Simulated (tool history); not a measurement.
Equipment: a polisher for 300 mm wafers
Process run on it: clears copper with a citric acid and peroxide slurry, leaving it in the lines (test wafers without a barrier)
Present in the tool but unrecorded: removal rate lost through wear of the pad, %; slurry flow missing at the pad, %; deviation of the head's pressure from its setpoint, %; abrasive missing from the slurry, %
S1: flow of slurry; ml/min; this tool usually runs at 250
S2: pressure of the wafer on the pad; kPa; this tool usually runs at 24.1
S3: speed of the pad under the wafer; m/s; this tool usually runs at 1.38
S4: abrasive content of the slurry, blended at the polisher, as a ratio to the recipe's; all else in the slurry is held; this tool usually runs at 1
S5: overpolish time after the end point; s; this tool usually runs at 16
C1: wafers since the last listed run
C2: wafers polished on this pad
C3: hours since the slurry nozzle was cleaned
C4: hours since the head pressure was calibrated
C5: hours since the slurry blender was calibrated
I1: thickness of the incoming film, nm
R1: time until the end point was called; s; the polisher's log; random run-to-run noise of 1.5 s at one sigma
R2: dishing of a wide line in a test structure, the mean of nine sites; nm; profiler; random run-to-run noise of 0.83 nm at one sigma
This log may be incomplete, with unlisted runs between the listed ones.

{"run": 1, "day": 0.0, "S1": 305, "S2": 24.1, "S3": 1.38, "S4": 1, "S5": 16, "C1": 0, "C2": 325, "C3": 217.8, "C4": 558.6, "C5": 160.1, "I1": 342.2, "R1": 86.4, "R2": 40.4}
{"run": 2, "day": 0.371, "S1": 305, "S2": 24.1, "S3": 1.38, "S4": 1, "S5": 16, "C1": 79, "C2": 405, "C3": 226.7, "C4": 567.5, "C5": 169, "I1": 344.7, "R1": 85.7, "R2": 41.3}
{"run": 3, "day": 1.104, "S1": 305, "S2": 24.1, "S3": 1.38, "S4": 1, "S5": 16, "C1": 158, "C2": 563, "C3": 244.3, "C4": 585.1, "C5": 186.6, "I1": 341.8, "R1": 85.2, "R2": 39.7}
{"day": 1.329, "done": "slurry blender recalibrated"}
{"run": 4, "day": 1.762, "S1": 250, "S2": 24.1, "S3": 1.38, "S4": 1, "S5": 16, "C1": 124, "C2": 687, "C3": 260.1, "C4": 600.9, "C5": 10.4, "I1": 342.5, "R1": 92.7, "R2": 39.7}
{"day": 2.242, "done": "slurry nozzle cleaned"}
{"run": 5, "day": 2.675, "S1": 250, "S2": 24.1, "S3": 1.38, "S4": 1, "S5": 22, "C1": 187, "C2": 875, "C3": 10.4, "C4": 622.8, "C5": 32.3, "I1": 342.6, "R1": 85, "R2": 51.8}
{"run": 6, "day": 3.258, "S1": 250, "S2": 29, "S3": 1.38, "S4": 0.85, "S5": 16, "C1": 125, "C2": 1001, "C3": 24.4, "C4": 636.8, "C5": 46.3, "I1": 340.6, "R1": 72.5, "R2": 45.3}
{"run": 7, "day": 3.783, "S1": 250, "S2": 24.1, "S3": 1.38, "S4": 1, "S5": 16, "C1": 113, "C2": 1114, "C3": 37, "C4": 649.4, "C5": 58.9, "I1": 343.2, "R1": 83.4, "R2": 40.3}
{"run": 8, "day": 4.312, "S1": 250, "S2": 24.1, "S3": 1.38, "S4": 1, "S5": 16, "C1": 114, "C2": 1228, "C3": 49.7, "C4": 662.1, "C5": 71.6, "I1": 337.8, "R1": 81.5, "R2": 40.7}
{"run": 9, "day": 4.879, "S1": 250, "S2": 24.1, "S3": 1.38, "S4": 1, "S5": 16, "C1": 122, "C2": 1350, "C3": 63.3, "C4": 675.7, "C5": 85.2, "I1": 343.2, "R1": 84.6, "R2": 41.7}
{"run": 10, "day": 5.25, "S1": 250, "S2": 24.1, "S3": 1.38, "S4": 0.9, "S5": 26, "C1": 79, "C2": 1430, "C3": 72.2, "C4": 684.6, "C5": 94.1, "I1": 336.2, "R1": 84.8, "R2": 54.2}
{"day": 5.429, "done": "worn pad replaced by a new one"}
{"run": 11, "day": 5.704, "S1": 335, "S2": 29, "S3": 1.38, "S4": 1.1, "S5": 7, "C1": 62, "C2": 59, "C3": 83.1, "C4": 695.5, "C5": 105, "I1": 343.6, "R1": 66.7, "R2": 25.7}
{"run": 12, "day": 6.083, "S1": 250, "S2": 24.1, "S3": 1.74, "S4": 1, "S5": 16, "C1": 81, "C2": 141, "C3": 92.2, "C4": 704.6, "C5": 114.1, "I1": 333.6, "R1": 65.7, "R2": 46.5}
{"day": 6.325, "done": "head pressure recalibrated"}
{"run": 13, "day": 6.679, "S1": 250, "S2": 28.3, "S3": 1.38, "S4": 1, "S5": 16, "C1": 110, "C2": 251, "C3": 106.5, "C4": 8.5, "C5": 128.4, "I1": 340.8, "R1": 74.1, "R2": 45.7}
{"run": 14, "day": 7.142, "S1": 250, "S2": 24.1, "S3": 1.38, "S4": 1, "S5": 16, "C1": 99, "C2": 351, "C3": 117.6, "C4": 19.6, "C5": 139.5, "I1": 338.2, "R1": 85.7, "R2": 39.1}
{"run": 15, "day": 7.754, "S1": 185, "S2": 24.1, "S3": 1.38, "S4": 1, "S5": 16, "C1": 132, "C2": 483, "C3": 132.3, "C4": 34.3, "C5": 154.2, "I1": 342.5, "R1": 91.5, "R2": 38.5}
{"run": 16, "day": 8.162, "S1": 250, "S2": 24.1, "S3": 1.38, "S4": 1.3, "S5": 16, "C1": 88, "C2": 571, "C3": 142.1, "C4": 44.1, "C5": 164, "I1": 340.3, "R1": 81.4, "R2": 42.8}
{"run": 17, "day": 8.438, "S1": 250, "S2": 24.1, "S3": 1.38, "S4": 1, "S5": 16, "C1": 59, "C2": 631, "C3": 148.7, "C4": 50.7, "C5": 170.6, "I1": 341.5, "R1": 86.5, "R2": 39.1}
{"day": 9.192, "done": "slurry blender recalibrated"}
{"run": 18, "day": 9.212, "S1": 180, "S2": 28.3, "S3": 1.38, "S4": 1.15, "S5": 16, "C1": 149, "C2": 780, "C3": 167.3, "C4": 69.3, "C5": 0.5, "I1": 341.4, "R1": 78.1, "R2": 44}
{"run": 19, "day": 10.546, "S1": 250, "S2": 24.1, "S3": 1.06, "S4": 1.1, "S5": 16, "C1": 287, "C2": 1067, "C3": 199.3, "C4": 101.3, "C5": 32.5, "I1": 343.1, "R1": 113.2, "R2": 33.9}
{"day": 10.771, "done": "worn pad replaced by a new one"}
{"run": 20, "day": 10.842, "S1": 180, "S2": 24.1, "S3": 0.92, "S4": 1.25, "S5": 16, "C1": 27, "C2": 14, "C3": 206.4, "C4": 108.4, "C5": 39.6, "I1": 334.9, "R1": 134.6, "R2": 29.4}
{"run": 21, "day": 11.358, "S1": 250, "S2": 24.1, "S3": 1.78, "S4": 1, "S5": 16, "C1": 111, "C2": 126, "C3": 218.8, "C4": 120.8, "C5": 52, "I1": 333.9, "R1": 68.1, "R2": 45.8}
{"run": 22, "day": 11.796, "S1": 250, "S2": 28.3, "S3": 1.38, "S4": 1.25, "S5": 16, "C1": 94, "C2": 220, "C3": 229.3, "C4": 131.3, "C5": 62.5, "I1": 336.9, "R1": 72.6, "R2": 45.3}
{"run": 23, "day": 12.292, "S1": 250, "S2": 24.1, "S3": 1.38, "S4": 1, "S5": 16, "C1": 106, "C2": 327, "C3": 241.2, "C4": 143.2, "C5": 74.4, "I1": 339.5, "R1": 88.3, "R2": 39.1}
{"run": 24, "day": 12.583, "S1": 250, "S2": 24.1, "S3": 1.38, "S4": 1, "S5": 16, "C1": 62, "C2": 390, "C3": 248.2, "C4": 150.2, "C5": 81.4, "I1": 337.4, "R1": 87.7, "R2": 37.9}
{"run": 25, "day": 13.288, "S1": 280, "S2": 17.9, "S3": 1.38, "S4": 1, "S5": 16, "C1": 151, "C2": 542, "C3": 265.1, "C4": 167.1, "C5": 98.3, "I1": 338.5, "R1": 118.7, "R2": 31.1}
{"day": 13.517, "done": "slurry nozzle cleaned"}
{"run": 26, "day": 13.738, "S1": 250, "S2": 24.1, "S3": 1.38, "S4": 1, "S5": 24, "C1": 88, "C2": 630, "C3": 5.3, "C4": 177.9, "C5": 109.1, "I1": 346.1, "R1": 85.4, "R2": 53.2}
{"run": 27, "day": 14.004, "S1": 250, "S2": 18.6, "S3": 1.38, "S4": 1, "S5": 23, "C1": 57, "C2": 688, "C3": 11.7, "C4": 184.3, "C5": 115.5, "I1": 338, "R1": 111.8, "R2": 41.5}
{"run": 28, "day": 14.371, "S1": 305, "S2": 24.1, "S3": 1.38, "S4": 0.75, "S5": 16, "C1": 79, "C2": 767, "C3": 20.5, "C4": 193.1, "C5": 124.3, "I1": 343.6, "R1": 90.3, "R2": 40.5}

Below are 5 alternative next runs, each starting from the tool's condition after run 28. Predict each:
{"run": "A", "day": 14.392, "S1": 250, "S2": 24.1, "S3": 1.38, "S4": 1, "S5": 16, "C1": 4, "C2": 771, "C3": 21, "C4": 193.6, "C5": 124.8, "I1": 339.2, "R1": "?", "R2": "?"}
{"run": "B", "day": 14.392, "S1": 250, "S2": 24.1, "S3": 1.68, "S4": 1.15, "S5": 16, "C1": 4, "C2": 771, "C3": 21, "C4": 193.6, "C5": 124.8, "I1": 339.2, "R1": "?", "R2": "?"}
{"run": "C", "day": 14.392, "S1": 250, "S2": 31.7, "S3": 1.38, "S4": 1, "S5": 23, "C1": 4, "C2": 771, "C3": 21, "C4": 193.6, "C5": 124.8, "I1": 339.2, "R1": "?", "R2": "?"}
{"run": "D", "day": 14.392, "S1": 250, "S2": 24.1, "S3": 1.38, "S4": 1, "S5": 13, "C1": 4, "C2": 771, "C3": 21, "C4": 193.6, "C5": 124.8, "I1": 339.2, "R1": "?", "R2": "?"}
{"run": "E", "day": 14.392, "S1": 250, "S2": 26.2, "S3": 1.38, "S4": 1, "S5": 16, "C1": 4, "C2": 771, "C3": 21, "C4": 193.6, "C5": 124.8, "I1": 339.2, "R1": "?", "R2": "?"}

run=A R1=83.7 R2=41
run=B R1=66.5 R2=47.8
run=C R1=63.9 R2=61.2
run=D R1=83.7 R2=35.2
run=E R1=77.2 R2=43.5
Had the tool no hidden state, the same runs would have come out as:
run=A R1=83.4 R2=41.1
run=B R1=66.2 R2=47.9
run=C R1=63.7 R2=61.4
run=D R1=83.4 R2=35.3
run=E R1=76.9 R2=43.6

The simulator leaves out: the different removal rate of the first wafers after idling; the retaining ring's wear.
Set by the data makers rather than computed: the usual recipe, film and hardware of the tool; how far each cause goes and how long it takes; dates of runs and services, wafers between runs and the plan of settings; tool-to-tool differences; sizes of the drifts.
